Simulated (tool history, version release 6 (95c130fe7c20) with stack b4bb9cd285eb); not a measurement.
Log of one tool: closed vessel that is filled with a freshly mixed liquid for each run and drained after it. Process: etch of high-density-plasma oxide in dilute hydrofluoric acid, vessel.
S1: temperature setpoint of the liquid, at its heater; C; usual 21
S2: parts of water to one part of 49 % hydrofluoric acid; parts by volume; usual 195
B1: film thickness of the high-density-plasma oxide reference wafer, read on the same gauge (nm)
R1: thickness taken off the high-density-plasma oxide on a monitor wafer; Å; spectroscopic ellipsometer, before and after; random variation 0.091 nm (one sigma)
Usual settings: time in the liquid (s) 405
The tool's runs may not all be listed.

run 1 hour=0 | S1=21 S2=195 time_in_the_liquid_(s)=595 | B1=49.99 | R1=190.1
run 2 hour=16.3 | S1=21 S2=195 time_in_the_liquid_(s)=595 | B1=50.02 | R1=191
run 3 hour=34.5 | S1=21 S2=195 time_in_the_liquid_(s)=405 | B1=49.97 | R1=129.2
run 4 hour=50.6 | S1=21 S2=235 time_in_the_liquid_(s)=405 | B1=49.97 | R1=104.2
run 5 hour=83.7 | S1=21 S2=235 time_in_the_liquid_(s)=405 | B1=49.99 | R1=104.5
-- hour=107.2 gauge calibrated
run 6 hour=110 | S1=21 S2=260 time_in_the_liquid_(s)=405 | B1=50 | R1=91.2
run 7 hour=128.6 | S1=19.5 S2=195 time_in_the_liquid_(s)=405 | B1=50 | R1=123.2
run 8 hour=143 | S1=19.5 S2=195 time_in_the_liquid_(s)=405 | B1=50.02 | R1=122.9
run 9 hour=177.7 | S1=19.5 S2=195 time_in_the_liquid_(s)=405 | B1=50.03 | R1=123
run 10 hour=206.5 | S1=21 S2=195 time_in_the_liquid_(s)=405 | B1=49.98 | R1=127.6
run 11 hour=239.9 | S1=21 S2=195 time_in_the_liquid_(s)=405 | B1=50.03 | R1=130.5
run 12 hour=254 | S1=21 S2=195 time_in_the_liquid_(s)=405 | B1=50 | R1=130
run 13 hour=279.8 | S1=19 S2=195 time_in_the_liquid_(s)=405 | B1=50 | R1=120.2
run 14 hour=299.3 | S1=21 S2=195 time_in_the_liquid_(s)=405 | B1=50.02 | R1=129.5
run 15 hour=323.4 | S1=24.5 S2=195 time_in_the_liquid_(s)=320 | B1=50.01 | R1=116.5
run 16 hour=336.3 | S1=17 S2=195 time_in_the_liquid_(s)=405 | B1=49.97 | R1=111
run 17 hour=353.6 | S1=19 S2=95 time_in_the_liquid_(s)=490 | B1=50.04 | R1=335.3

Run 18 comes next. What will it give?
run 18 hour=378.3 | S1=21 S2=155 time_in_the_liquid_(s)=475 | B1=? | R1=?

Run 18 gave B1 49.99, R1 200.1 Å.
Without the tool's hidden state the same run would have given R1 200.1 Å.

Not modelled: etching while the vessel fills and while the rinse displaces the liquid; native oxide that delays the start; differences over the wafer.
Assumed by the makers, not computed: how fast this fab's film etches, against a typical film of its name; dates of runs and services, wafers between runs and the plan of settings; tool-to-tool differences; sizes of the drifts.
